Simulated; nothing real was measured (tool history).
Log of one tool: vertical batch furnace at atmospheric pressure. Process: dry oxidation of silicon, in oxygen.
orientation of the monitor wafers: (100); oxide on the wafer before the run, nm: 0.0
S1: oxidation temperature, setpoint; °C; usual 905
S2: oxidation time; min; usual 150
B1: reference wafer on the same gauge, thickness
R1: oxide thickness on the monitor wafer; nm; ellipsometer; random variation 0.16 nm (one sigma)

run,hour,S1,S2,B1,R1
1,0,891,150,27.89,29.1
# hour 22.4: gauge calibrated
2,85.4,905,150,27.91,33.67
3,157.3,905,150,27.91,33.56
4,223.7,905,150,27.93,33.6
5,303.8,885,209,27.91,34.24
6,348.6,885,209,27.91,34.19
7,405.2,905,150,27.92,33.86
8,482.4,905,122.5,27.89,29.23
9,578.1,905,122.5,27.92,29.15
# hour 675.7: thermocouples replaced and temperature profile calibrated
10,676.2,905,150,27.89,32.44
11,732.3,905,150,27.89,32.64
12,805.1,905,150,27.91,32.72
13,898.1,905,150,27.92,32.59
# hour 1070.5: boat lift adjusted
14,1128.6,905,150,27.92,33.88
15,1203.5,912,96.5,27.92,26.98
# hour 1207.9: gauge calibrated
16,1285,898,105,27.89,24.42
17,1372.7,905,150,27.9,33.59
18,1445.5,919,150,27.87,39.32
19,1481.8,915,150,27.93,37.68
20,1567.6,924,76.5,27.91,25.69
21,1632.6,891,150,27.89,29.3
22,1729.6,926,127,27.9,37.54
23,1827.6,921,210.5,27.9,51.02
24,1879.7,905,150,27.92,33.38
25,1963.9,898,82.5,27.93,20.76
26,2063.7,905,216,27.89,43.39
27,2145.3,905,150,27.9,33.84
28,2220.6,905,208.5,27.9,42.93

The tool's hidden state at each run:
gauge reads high (%): 0 in every run
H1: true tube temperature minus thermocouple reading, K
H2: monitor wafer colder than the profiled boat position, K
run,H1,H2
1,3.27,2.89
2,3.29,2.92
3,3.3,2.95
4,3.32,2.97
5,3.33,3
6,3.34,3.01
7,3.35,3.03
8,3.36,3.05
9,3.37,3.07
10,0.178,3.09
11,0.336,3.1
12,0.531,3.11
13,0.761,3.13
14,1.26,0.191
15,1.4,0.395
16,1.54,0.599
17,1.68,0.801
18,1.79,0.954
19,1.85,1.03
20,1.96,1.19
21,2.05,1.3
22,2.16,1.45
23,2.27,1.59
24,2.32,1.66
25,2.41,1.76
26,2.5,1.88
27,2.56,1.96
28,2.62,2.03
